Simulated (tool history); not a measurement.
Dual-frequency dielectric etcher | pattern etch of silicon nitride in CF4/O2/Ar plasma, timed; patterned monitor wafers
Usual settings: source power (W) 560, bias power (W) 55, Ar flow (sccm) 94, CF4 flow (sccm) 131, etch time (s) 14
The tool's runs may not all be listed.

run,hour,source power (W),bias power (W),Ar flow (sccm),CF4 flow (sccm),etch time (s),"read-back reference wafer on the same gauge, depth_nm",mean etch depth across the wafer (nm)
1,0,560,55,94,131,14,32.11,30.53
2,39.7,560,51,72,131,14,32.08,29.95
3,63.7,560,55,94,131,14,32.08,30.42
4,128.1,560,55,94,131,14,32,30.3
5,196,440,55,94,131,14,31.97,23.27
6,221.2,560,55,94,131,14,31.96,30.47
7,249.9,440,55,94,109,14,31.94,22.96
8,315.7,620,49,94,131,14,31.87,32.26
9,345,560,66,94,131,14,31.88,32.65
10,409.1,560,64,105,131,12.5,31.85,28.51
11,475.4,560,55,110,119,14,31.79,29.6
12,511.9,560,55,94,131,14,31.77,30.24
13,558.5,560,55,114,147,14,31.76,30.1
14,593,430,55,111,162,17.5,31.72,28.56
15,627.1,560,55,94,131,14,31.71,30.38
16,660.3,560,55,94,154,15.5,31.69,33.85
17,689.4,560,55,94,131,10,31.68,21.47
18,757.3,640,55,102,111,11.5,31.65,27.7
19,782.7,560,55,94,142,14,31.59,30.43
20,808.2,640,42,94,131,14,31.61,31.27
21,868.4,560,55,94,131,14,31.55,29.89

Withheld: 4 entries from between the runs. Position of each, and hidden state at the listed run before versus the listed run after:
Runs 1 to 2: wet clean of the chamber (hour 39.2)
  gauge reads high (%): -0.00253 -> -0.0794
  measured minus no-state result, mean etch depth across the wafer (nm): +0 -> -0.02
Runs 3 to 4: source power generator calibrated (hour 88.1)
  gauge reads high (%): -0.126 -> -0.251
  measured minus no-state result, mean etch depth across the wafer (nm): -0.04 -> -0.08
Runs 10 to 11: wet clean of the chamber (hour 472.2)
  gauge reads high (%): -0.795 -> -0.923
  measured minus no-state result, mean etch depth across the wafer (nm): -0.23 -> -0.28
Runs 20 to 21: wet clean of the chamber (hour 845.6)
  gauge reads high (%): -1.57 -> -1.68
  measured minus no-state result, mean etch depth across the wafer (nm): -0.5 -> -0.52
